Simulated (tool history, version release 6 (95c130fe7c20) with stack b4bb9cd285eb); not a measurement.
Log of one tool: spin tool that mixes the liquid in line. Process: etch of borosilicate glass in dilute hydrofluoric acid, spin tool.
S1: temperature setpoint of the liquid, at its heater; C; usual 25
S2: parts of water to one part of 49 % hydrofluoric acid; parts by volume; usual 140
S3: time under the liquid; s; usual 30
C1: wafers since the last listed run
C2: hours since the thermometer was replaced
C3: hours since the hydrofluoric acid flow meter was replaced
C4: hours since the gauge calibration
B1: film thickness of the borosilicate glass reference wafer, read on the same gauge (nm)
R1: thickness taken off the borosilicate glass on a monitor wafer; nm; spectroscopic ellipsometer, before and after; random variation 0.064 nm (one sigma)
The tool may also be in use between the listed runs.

| run | day | S1 | S2 | S3 | C1 | C2 | C3 | C4 | B1 | R1 |
|---|---|---|---|---|---|---|---|---|---|---|
| 1 | 0 | 21 | 140 | 45 | 0 | 602.9 | 1756.9 | 236.2 | 120.02 | 10.5 |
| 2 | 0.942 | 21 | 140 | 45 | 377 | 625.5 | 1779.5 | 258.8 | 120.03 | 10.55 |
| 3 | 2.008 | 21 | 140 | 45 | 427 | 651.1 | 1805.1 | 284.4 | 120 | 10.52 |
| 4 | 2.638 | 25 | 140 | 30 | 251 | 666.2 | 1820.2 | 299.5 | 119.99 | 8.3 |
| 5 | 3.488 | 25 | 140 | 30 | 340 | 686.6 | 1840.6 | 319.9 | 120.02 | 8.25 |
| 6 | 4.558 | 25 | 140 | 30 | 428 | 712.3 | 1866.3 | 345.6 | 120.03 | 8.25 |
|  | 5.471 | gauge calibrated |
| 7 | 5.921 | 25 | 180 | 40 | 545 | 745 | 1899 | 10.8 | 119.96 | 8.17 |
| 8 | 7.392 | 25 | 140 | 30 | 589 | 780.3 | 1934.3 | 46.1 | 119.98 | 8.17 |
| 9 | 8.754 | 29.5 | 140 | 30 | 545 | 813 | 1967 | 78.8 | 120.02 | 10.01 |

Forecast run 10:
| 10 | 9.738 | 20.5 | 175 | 30 | 393 | 836.6 | 1990.6 | 102.4 | ? | ? |

B1: 120.05
R1: 5.38 nm
Without the tool's hidden state the same run would have given R1 4.77 nm.
